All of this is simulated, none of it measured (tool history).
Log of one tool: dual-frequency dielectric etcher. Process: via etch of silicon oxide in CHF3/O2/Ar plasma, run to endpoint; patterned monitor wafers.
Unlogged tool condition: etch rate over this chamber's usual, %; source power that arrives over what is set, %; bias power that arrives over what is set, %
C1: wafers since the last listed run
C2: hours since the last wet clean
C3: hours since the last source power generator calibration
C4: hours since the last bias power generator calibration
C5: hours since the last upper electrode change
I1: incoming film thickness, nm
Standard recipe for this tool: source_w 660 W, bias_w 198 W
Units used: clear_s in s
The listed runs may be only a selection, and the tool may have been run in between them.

run 1 hour=0 | source_w=660 bias_w=217 | C1=0 C2=376.6 C3=2850.2 C4=2750.8 C5=4485.5 | I1=695.9 | clear_s=289.9
run 2 hour=10.2 | source_w=660 bias_w=217 | C1=36 C2=386.8 C3=2860.4 C4=2761 C5=4495.7 | I1=703.4 | clear_s=293.9
run 3 hour=20.3 | source_w=660 bias_w=225 | C1=36 C2=396.9 C3=2870.5 C4=2771.1 C5=4505.8 | I1=702.6 | clear_s=288.8
run 4 hour=27.9 | source_w=660 bias_w=225 | C1=27 C2=404.5 C3=2878.1 C4=2778.7 C5=4513.4 | I1=708.3 | clear_s=288.4
run 5 hour=43.9 | source_w=660 bias_w=198 | C1=57 C2=420.5 C3=2894.1 C4=2794.7 C5=4529.4 | I1=701.4 | clear_s=303.8
-- hour=73.9 upper electrode replaced
run 6 hour=74.4 | source_w=660 bias_w=198 | C1=23 C2=451 C3=2924.6 C4=2825.2 C5=0.5 | I1=700.9 | clear_s=303.8
run 7 hour=74.8 | source_w=660 bias_w=198 | C1=1 C2=451.4 C3=2925 C4=2825.6 C5=0.9 | I1=698 | clear_s=303.4
run 8 hour=75.2 | source_w=660 bias_w=198 | C1=1 C2=451.8 C3=2925.4 C4=2826 C5=1.3 | I1=700.7 | clear_s=304.7
run 9 hour=84.5 | source_w=660 bias_w=185 | C1=33 C2=461.1 C3=2934.7 C4=2835.3 C5=10.6 | I1=698.3 | clear_s=314.6
-- hour=97.6 bias power generator calibrated
run 10 hour=102.2 | source_w=540 bias_w=198 | C1=49 C2=478.8 C3=2952.4 C4=4.6 C5=28.3 | I1=700.9 | clear_s=334.4
-- hour=129.5 wet clean of the chamber
run 11 hour=130 | source_w=740 bias_w=238 | C1=13 C2=0.5 C3=2980.2 C4=32.4 C5=56.1 | I1=703.5 | clear_s=274.1
run 12 hour=134.4 | source_w=800 bias_w=198 | C1=15 C2=4.9 C3=2984.6 C4=36.8 C5=60.5 | I1=695.4 | clear_s=285.6
run 13 hour=144.9 | source_w=660 bias_w=198 | C1=37 C2=15.4 C3=2995.1 C4=47.3 C5=71 | I1=698.1 | clear_s=312.3
run 14 hour=160.2 | source_w=540 bias_w=217 | C1=55 C2=30.7 C3=3010.4 C4=62.6 C5=86.3 | I1=705.8 | clear_s=334
run 15 hour=168.9 | source_w=620 bias_w=216 | C1=31 C2=39.4 C3=3019.1 C4=71.3 C5=95 | I1=707.7 | clear_s=312.3
-- hour=177.9 source power generator calibrated
run 16 hour=178.4 | source_w=700 bias_w=198 | C1=19 C2=48.9 C3=0.5 C4=80.8 C5=104.5 | I1=696.3 | clear_s=303.4
run 17 hour=185.8 | source_w=570 bias_w=198 | C1=26 C2=56.3 C3=7.9 C4=88.2 C5=111.9 | I1=700.9 | clear_s=335.3
run 18 hour=233.3 | source_w=660 bias_w=198 | C1=171 C2=103.8 C3=55.4 C4=135.7 C5=159.4 | I1=700.7 | clear_s=312.1
run 19 hour=245.2 | source_w=790 bias_w=151 | C1=42 C2=115.7 C3=67.3 C4=147.6 C5=171.3 | I1=697.9 | clear_s=329.7

Across each entry between runs, compare the hidden state at the last listed run before it with the hidden state at the first listed run after it:
Run 5 -> run 6: upper electrode replaced (hour 73.9)
  etch rate over this chamber's usual, %: 3.96 -> 4.24
  what was measured, less what the result would be without the hidden state, clear_s: -12 -> -12.9 s
Run 9 -> run 10: bias power generator calibrated (hour 97.6)
  etch rate over this chamber's usual, %: 4.34 -> 4.5
  what was measured, less what the result would be without the hidden state, clear_s: -13.7 -> -15 s
Run 10 -> run 11: wet clean of the chamber (hour 129.5)
  etch rate over this chamber's usual, %: 4.5 -> 0.378
  what was measured, less what the result would be without the hidden state, clear_s: -15 -> -1 s
Run 15 -> run 16: source power generator calibrated (hour 177.9)
  etch rate over this chamber's usual, %: 0.738 -> 0.826
  what was measured, less what the result would be without the hidden state, clear_s: -2.3 -> -2.5 s

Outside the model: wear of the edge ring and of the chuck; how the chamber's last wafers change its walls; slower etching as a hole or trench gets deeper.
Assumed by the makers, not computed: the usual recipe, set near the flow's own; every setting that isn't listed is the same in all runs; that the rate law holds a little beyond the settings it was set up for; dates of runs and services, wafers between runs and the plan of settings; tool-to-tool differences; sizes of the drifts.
